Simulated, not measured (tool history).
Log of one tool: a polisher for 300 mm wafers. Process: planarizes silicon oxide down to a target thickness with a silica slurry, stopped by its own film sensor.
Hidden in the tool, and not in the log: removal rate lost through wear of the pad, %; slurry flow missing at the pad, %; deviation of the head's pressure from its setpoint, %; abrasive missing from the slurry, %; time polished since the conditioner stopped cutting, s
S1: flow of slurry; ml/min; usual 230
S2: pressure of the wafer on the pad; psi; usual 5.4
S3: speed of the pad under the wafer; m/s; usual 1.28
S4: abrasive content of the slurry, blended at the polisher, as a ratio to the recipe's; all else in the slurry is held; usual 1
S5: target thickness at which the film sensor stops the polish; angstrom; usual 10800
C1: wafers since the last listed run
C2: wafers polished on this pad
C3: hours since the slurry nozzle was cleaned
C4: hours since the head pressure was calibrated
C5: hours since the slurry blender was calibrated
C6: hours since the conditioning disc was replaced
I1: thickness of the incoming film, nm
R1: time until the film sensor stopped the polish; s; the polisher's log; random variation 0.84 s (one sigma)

run     day   S1   S2    S3    S4     S5   C1    C2     C3      C4     C5     C6      I1    R1
  1       0  230  3.9  1.28     1  10800    0     5  344.6  1047.8    105  241.6  1413.2  88.1
      2.825  -- slurry blender recalibrated
  2   3.471  175  5.4  1.28     1  10800  856   862  427.9  1131.1   15.5  324.9    1403  58.8
  3   4.188  230  5.4  1.28     1  10800  181  1043  445.1  1148.3   32.7  342.1  1402.1  57.8
      5.358  -- head pressure recalibrated
  4   5.608  230  5.4  1.28     1  10800  338  1382  479.2       6   66.8  376.2  1403.3  58.7
  5   6.521  230  5.4  1.28     1  10800  230  1612  501.1    27.9   88.7  398.1  1382.2  55.7
      6.792  -- worn pad replaced by a new one
  6   7.179  230  5.4  1.28     1  10800  124    98  516.9    43.7  104.5  413.9  1399.4  60.8
  7   8.538  260  5.4  1.48     1  10800  343   441  549.5    76.3  137.1  446.5  1389.5  49.8
  8   9.283  230  5.4  1.28   0.8  10800  188   630  567.4    94.2    155  464.4  1389.7  66.9
  9  10.621  275  5.4  1.28     1  10800  338   968  599.5   126.3  187.1  496.5    1388  57.4
     11.054  -- slurry blender recalibrated
 10  11.567  230  5.4  1.28     1  10800  218  1186  622.2     149   12.3  519.2  1381.1  52.8
     12.217  -- conditioning disc replaced and pad reconditioned
 11  12.417  230  5.4  1.28  0.75  10800  193  1380  642.6   169.4   32.7    4.8  1364.2  59.6
 12  13.292  230  5.4  1.28     1  10800  221  1602  663.6   190.4   53.7   25.8  1391.9  58.7
     13.367  -- slurry nozzle cleaned
     13.496  -- worn pad replaced by a new one
 13    14.7  230  5.4  1.28     1  10800  313   305     32   224.2   87.5   59.6  1379.9  56.1
 14  15.546  230  4.9  0.86   1.2  11070  213   519   52.3   244.5  107.8   79.9  1393.1  76.1
 15  16.596  230  4.9  0.86   1.2  11070  265   784   77.5   269.7    133  105.1  1398.9  78.7
     17.717  -- slurry blender recalibrated
 16  17.942  230  5.4  1.28   0.9  10800  319  1104  109.8     302    5.4  137.4  1377.2  55.3
 17  19.421  230  4.3  1.08   0.8   9930  374  1478  145.3   337.5   40.9  172.9  1374.2   110
      20.55  -- worn pad replaced by a new one
 18  21.442  155  5.4  1.48     1  11300  469   225  193.8     386   89.4  221.4  1396.8  46.4
 19  22.667  300  5.4   1.4  1.15  11470  309   535  223.2   415.4  118.8  250.8  1392.5    39
 20  23.712  230  5.4  1.28   0.8  10800  264   799  248.3   440.5  143.9  275.9  1376.9  61.6
 21  24.925  230  5.4  1.28     1  11230  306  1106  277.4   469.6    173    305  1413.4  54.4
     25.875  -- slurry blender recalibrated
 22  25.938  230  5.4  1.28     1  10800  235  1341  301.7   493.9    1.5  329.3  1383.6  53.3
 23  27.433  230  3.7  1.28     1  10800  378  1720  337.6   529.8   37.4  365.2  1399.4  85.4
 24  28.342  230  5.4   1.6     1  11110  229  1949  359.4   551.6   59.2    387  1380.3  41.4

Forecast each of these 5 alternatives for the next run:
  A  28.358  230  5.4  1.28     1  10800   4  1954  359.8  552  59.6  387.4  1408.2   ?
  B  28.358  230  5.4  1.28     1  10030   4  1954  359.8  552  59.6  387.4  1408.2   ?
  C  28.358  270  5.4  1.46     1  10800   4  1954  359.8  552  59.6  387.4  1408.2   ?
  D  28.358  230  6.5  1.28     1  10800   4  1954  359.8  552  59.6  387.4  1408.2   ?
  E  28.358  190  5.4  1.28  1.25  10800   4  1954  359.8  552  59.6  387.4  1408.2   ?

run    R1
  A  60.7
  B  74.9
  C  53.8
  D  50.4
  E    56
Without the tool's hidden state the same runs would have given:
run    R1
  A  56.7
  B    70
  C  50.3
  D  47.1
  E  52.7

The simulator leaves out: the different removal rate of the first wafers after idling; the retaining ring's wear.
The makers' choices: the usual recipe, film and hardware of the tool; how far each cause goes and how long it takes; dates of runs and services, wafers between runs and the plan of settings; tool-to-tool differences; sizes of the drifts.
